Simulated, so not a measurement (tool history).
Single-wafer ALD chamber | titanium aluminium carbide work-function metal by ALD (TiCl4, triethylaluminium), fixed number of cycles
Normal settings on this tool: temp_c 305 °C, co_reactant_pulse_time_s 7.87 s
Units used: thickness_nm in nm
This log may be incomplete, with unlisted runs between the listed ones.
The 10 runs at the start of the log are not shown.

run    hour  temp_c  co_reactant_pulse_time_s  wafers since the last listed run  hours since the last thermocouple change  hours since the last triethylaluminium bottle change  hours since the showerhead was replaced  hours since the gauge calibration  read-back reference wafer on the same gauge, thickness_nm  thickness_nm
 11   514.4     305                      8.78                               716                                     804.2                                                  49.0                                   3227.1                              262.5                                                      1.804         1.952
 12   563.2     299                      7.87                               739                                     853.0                                                  97.8                                   3275.9                              311.3                                                      1.806         1.844
 13   623.1     297                      5.71                               907                                     912.9                                                 157.7                                   3335.8                              371.2                                                      1.808         1.500
 14   692.9     313                      7.87                              1057                                     982.7                                                 227.5                                   3405.6                              441.0                                                      1.812         1.981
 15   760.1     305                      7.87                              1018                                    1049.9                                                 294.7                                   3472.8                              508.2                                                      1.815         1.908
 16   808.8     305                      7.87                               738                                    1098.6                                                 343.4                                   3521.5                              556.9                                                      1.817         1.911
 17   853.7     305                      5.50                               680                                    1143.5                                                 388.3                                   3566.4                              601.8                                                      1.820         1.504
 18   907.6     293                      5.83                               816                                    1197.4                                                 442.2                                   3620.3                              655.7                                                      1.821         1.504
 19   966.9     311                     10.06                               898                                    1256.7                                                 501.5                                   3679.6                              715.0                                                      1.824         2.086
     1016.3  -- thermocouple changed; heater temperature recalibrated
 20  1016.8     313                      6.06                               634                                       0.5                                                 551.4                                   3729.5                              764.9                                                      1.828         1.733
 21  1065.9     298                      5.02                               744                                      49.6                                                 600.5                                   3778.6                              814.0                                                      1.829         1.289
     1106.1  -- showerhead replaced
 22  1114.6     314                      8.81                               616                                      98.3                                                 649.2                                      8.5                              862.7                                                      1.831         2.069
 23  1146.4     305                      5.50                               481                                     130.1                                                 681.0                                     40.3                              894.5                                                      1.833         1.513
 24  1185.8     305                      9.05                               597                                     169.5                                                 720.4                                     79.7                              933.9                                                      1.833         1.998
 25  1255.4     314                      7.87                              1054                                     239.1                                                 790.0                                    149.3                             1003.5                                                      1.838         2.018
 26  1308.3     311                      7.87                               801                                     292.0                                                 842.9                                    202.2                             1056.4                                                      1.841         1.989
     1375.2  -- gauge calibrated
 27  1493.1     305                      7.87                              2800                                     476.8                                                1027.7                                    387.0                              117.9                                                      1.792         1.887
 28  1550.4     291                      5.45                               868                                     534.1                                                1085.0                                    444.3                              175.2                                                      1.796         1.371
 29  1582.8     296                      7.87                               491                                     566.5                                                1117.4                                    476.7                              207.6                                                      1.797         1.815
 30  1651.0     305                      9.12                              1033                                     634.7                                                1185.6                                    544.9                              275.8                                                      1.800         1.962
 31  1695.0     293                      8.90                               666                                     678.7                                                1229.6                                    588.9                              319.8                                                      1.803         1.846
 32  1731.7     305                      7.87                               556                                     715.4                                                1266.3                                    625.6                              356.5                                                      1.805         1.895

Each row is a separate what-if for the run after 32, all from the same tool condition, not one after another. Results?
  A  1732.1     305                      7.07                                 6                                     715.8                                                1266.7                                    626.0                              356.9                                                          ?             ?
  B  1732.1     318                      7.87                                 6                                     715.8                                                1266.7                                    626.0                              356.9                                                          ?             ?
  C  1732.1     319                      9.16                                 6                                     715.8                                                1266.7                                    626.0                              356.9                                                          ?             ?
  D  1732.1     312                     10.83                                 6                                     715.8                                                1266.7                                    626.0                              356.9                                                          ?             ?
  E  1732.1     311                      9.14                                 6                                     715.8                                                1266.7                                    626.0                              356.9                                                          ?             ?

run  read-back reference wafer on the same gauge, thickness_nm  thickness_nm
  A                                                      1.804         1.814
  B                                                      1.804         2.016
  C                                                      1.804         2.101
  D                                                      1.804         2.074
  E                                                      1.804         2.023
With the hidden condition removed and each run's random variation left untouched, the same runs would have given:
run  thickness_nm
  A         1.800
  B         2.000
  C         2.085
  D         2.058
  E         2.007
